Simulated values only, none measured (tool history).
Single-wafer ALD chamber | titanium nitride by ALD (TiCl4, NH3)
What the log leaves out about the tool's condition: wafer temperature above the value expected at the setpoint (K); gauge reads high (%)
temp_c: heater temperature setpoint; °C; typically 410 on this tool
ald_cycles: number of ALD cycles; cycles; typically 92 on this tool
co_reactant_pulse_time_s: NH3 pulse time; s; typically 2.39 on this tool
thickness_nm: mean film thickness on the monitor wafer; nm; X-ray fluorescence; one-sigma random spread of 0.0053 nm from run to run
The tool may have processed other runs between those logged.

run   hour  temp_c  ald_cycles  co_reactant_pulse_time_s  wafers since the last listed run  hours since the last thermocouple change  hours since the showerhead was replaced  hours since the gauge calibration  read-back reference wafer on the same gauge, thickness_nm  thickness_nm
  1    0.0     410          92                      2.39                                 0                                    2201.5                                   2854.2                              265.0                                                      2.087         2.066
  2   20.1     410          92                      2.39                                61                                    2221.6                                   2874.3                              285.1                                                      2.088         2.063
  3   47.0     410          92                      2.39                                81                                    2248.5                                   2901.2                              312.0                                                      2.083         2.054
  4   70.6     410          92                      2.39                                71                                    2272.1                                   2924.8                              335.6                                                      2.082         2.061
  5   91.2     410          92                      2.39                                62                                    2292.7                                   2945.4                              356.2                                                      2.081         2.054
  6  107.3     410          92                      2.39                                48                                    2308.8                                   2961.5                              372.3                                                      2.083         2.061
  7  133.8     410          92                      2.39                                80                                    2335.3                                   2988.0                              398.8                                                      2.081         2.060
  8  226.5     410          92                      2.39                               281                                    2428.0                                   3080.7                              491.5                                                      2.078         2.057
  9  249.3     410         104                      2.39                                69                                    2450.8                                   3103.5                              514.3                                                      2.078         2.308
 10  268.4     410          92                      2.39                                58                                    2469.9                                   3122.6                              533.4                                                      2.078         2.054
 11  282.9     410          92                      2.39                                44                                    2484.4                                   3137.1                              547.9                                                      2.078         2.063
 12  301.3     410          92                      2.39                                55                                    2502.8                                   3155.5                              566.3                                                      2.076         2.057
 13  331.1     410         103                      2.39                                90                                    2532.6                                   3185.3                              596.1                                                      2.073         2.291
     341.2  -- gauge calibrated
 14  362.9     410         103                      2.39                                96                                    2564.4                                   3217.1                               21.7                                                      2.122         2.352
 15  392.1     410          92                      3.15                                88                                    2593.6                                   3246.3                               50.9                                                      2.120         2.115
 16  419.2     410          92                      2.39                                82                                    2620.7                                   3273.4                               78.0                                                      2.111         2.085
 17  438.3     410          92                      1.86                                58                                    2639.8                                   3292.5                               97.1                                                      2.110         2.060
 18  461.5     410          92                      3.30                                70                                    2663.0                                   3315.7                              120.3                                                      2.107         2.104
     538.3  -- showerhead replaced
 19  548.6     410          81                      2.97                               240                                    2750.1                                     10.3                              207.4                                                      2.095         1.828
     584.5  -- thermocouple changed; heater temperature recalibrated
 20  621.2     410          84                      1.54                               196                                      36.7                                     82.9                              280.0                                                      2.089         1.853
 21  642.4     410          92                      1.76                                64                                      57.9                                    104.1                              301.2                                                      2.087         2.049
 22  675.3     410          92                      2.39                               100                                      90.8                                    137.0                              334.1                                                      2.088         2.072
 23  711.1     410          97                      2.39                               108                                     126.6                                    172.8                              369.9                                                      2.086         2.169
 24  734.6     410          92                      2.39                                71                                     150.1                                    196.3                              393.4                                                      2.086         2.065
 25  757.4     410          92                      3.11                                69                                     172.9                                    219.1                              416.2                                                      2.085         2.080
 26  780.1     398          92                      3.22                                69                                     195.6                                    241.8                              438.9                                                      2.087         2.063
 27  806.0     410          81                      1.97                                78                                     221.5                                    267.7                              464.8                                                      2.084         1.805
 28  828.4     410         106                      2.86                                68                                     243.9                                    290.1                              487.2                                                      2.082         2.391
 29  849.9     410          82                      2.39                                65                                     265.4                                    311.6                              508.7                                                      2.086         1.827
 30  866.6     403          80                      1.63                                50                                     282.1                                    328.3                              525.4                                                      2.083         1.763
     877.8  -- gauge calibrated
 31  886.2     410          92                      2.39                                59                                     301.7                                    347.9                                8.4                                                      2.136         2.111

For each entry between runs, how does the tool's hidden state at the last listed run before it compare with that at the first listed run after it?
After run 13, before run 14: gauge calibrated (hour 341.2)
  gauge reads high (%): -2.54 -> -0.324
  what was measured, less what the result would be without the hidden state, thickness_nm: -0.060 -> -0.008 nm
After run 18, before run 19: showerhead replaced (hour 538.3)
  gauge reads high (%): -1.12 -> -1.57
  what was measured, less what the result would be without the hidden state, thickness_nm: -0.024 -> -0.029 nm
After run 19, before run 20: thermocouple changed; heater temperature recalibrated (hour 584.5)
  gauge reads high (%): -1.57 -> -1.82
  what was measured, less what the result would be without the hidden state, thickness_nm: -0.029 -> -0.034 nm
After run 30, before run 31: gauge calibrated (hour 877.8)
  gauge reads high (%): -2.23 -> 0.297
  what was measured, less what the result would be without the hidden state, thickness_nm: -0.040 -> +0.006 nm
